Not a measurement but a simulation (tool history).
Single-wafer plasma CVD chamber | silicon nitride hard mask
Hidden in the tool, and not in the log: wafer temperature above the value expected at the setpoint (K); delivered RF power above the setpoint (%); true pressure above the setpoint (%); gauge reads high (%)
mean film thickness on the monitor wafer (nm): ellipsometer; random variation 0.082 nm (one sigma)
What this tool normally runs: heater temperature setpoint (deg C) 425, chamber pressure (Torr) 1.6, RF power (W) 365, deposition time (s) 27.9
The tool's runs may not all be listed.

run   hour  heater temperature setpoint (deg C)  chamber pressure (Torr)  RF power (W)  deposition time (s)  wafers since the last listed run  hours since the last thermocouple change  hours since the last RF generator calibration  hours since the last manometer calibration  hours since the showerhead was replaced  hours since the gauge calibration  read-back reference wafer on the same gauge, thickness_nm  mean film thickness on the monitor wafer (nm)
  1      0                                  425                      1.6           365                 27.9                                 0                                    1797.2                                         2114.3                                      1034.5                                   2664.4                                9.1                                                     28.773                                         32.881
  2   15.2                                  425                      1.6           365                 27.9                               406                                    1812.4                                         2129.5                                      1049.7                                   2679.6                               24.3                                                       28.8                                         32.954
  3   48.7                                  425                      1.6           365                 27.9                               895                                    1845.9                                           2163                                      1083.2                                   2713.1                               57.8                                                     28.829                                         32.824
  4   62.7                                  425                      1.6           365                 27.9                               374                                    1859.9                                           2177                                      1097.2                                   2727.1                               71.8                                                     28.791                                         33.052
  5     81                                  425                      1.6           365                 27.9                               489                                    1878.2                                         2195.3                                      1115.5                                   2745.4                               90.1                                                     28.788                                         32.753
     116.6  -- RF generator calibrated
  6  117.1                                  425                      1.6           365                 27.9                               751                                    1914.3                                            0.5                                      1151.6                                   2781.5                              126.2                                                     28.784                                         31.483
  7  130.5                                  425                      1.6           365                 27.9                               358                                    1927.7                                           13.9                                        1165                                   2794.9                              139.6                                                      28.78                                         31.488
     185.6  -- capacitance manometer re-zeroed and calibrated
     202.3  -- RF generator calibrated, repeated, since the last time left the tool worse
  8  206.1                                  425                      1.6           365                 27.9                              1593                                    2003.3                                            3.8                                        20.5                                   2870.5                              215.2                                                     28.807                                         34.328
     212.8  -- gauge calibrated
       223  -- showerhead replaced
  9  230.6                                  435                     1.86           305                 27.9                               441                                    2027.8                                           28.3                                          45                                      7.6                               17.8                                                     28.803                                         30.253
 10  244.3                                  425                     1.21           365                 24.3                               366                                    2041.5                                             42                                        58.7                                     21.3                               31.5                                                     28.813                                         26.867
     255.3  -- thermocouple changed; heater temperature recalibrated
 11  267.3                                  440                      1.6           365                 24.1                               401                                        12                                             65                                        81.7                                     44.3                               54.5                                                     28.777                                         29.508
 12  294.1                                  434                     1.99           310                 26.4                               716                                      38.8                                           91.8                                       108.5                                     71.1                               81.3                                                     28.833                                         29.883
 13  306.9                                  425                     1.35           365                 24.7                               342                                      51.6                                          104.6                                       121.3                                     83.9                               94.1                                                     28.776                                         28.514
 14  334.8                                  425                      1.6           410                 27.9                               746                                      79.5                                          132.5                                       149.2                                    111.8                                122                                                     28.829                                         37.828
 15  351.4                                  425                      1.6           365                 27.9                               443                                      96.1                                          149.1                                       165.8                                    128.4                              138.6                                                      28.78                                         34.391
 16  367.4                                  425                     1.43           365                 29.4                               427                                     112.1                                          165.1                                       181.8                                    144.4                              154.6                                                     28.781                                         34.701
 17  382.9                                  411                      1.6           420                 25.7                               414                                     127.6                                          180.6                                       197.3                                    159.9                              170.1                                                     28.777                                          35.75

Selected run-to-run steps in mean film thickness on the monitor wafer (nm), each split into two signed amounts: the part the tool would show with no hidden state at all (from settings, incoming material and random variation), and the remainder, which goes to the hidden state together with any gauge scatter not common to the measured and the hidden-state-free results:
Run 7 -> 8: capacitance manometer re-zeroed and calibrated, RF generator calibrated, repeated, since the last time left the tool worse. mean film thickness on the monitor wafer (nm) +2.84: hidden state +3.022, all else -0.182.
Run 13 -> 14: chamber pressure (Torr) 1.35 -> 1.6, RF power (W) 365 -> 410, deposition time (s) 24.7 -> 27.9. mean film thickness on the monitor wafer (nm) +9.314: hidden state -0.095, all else +9.409.
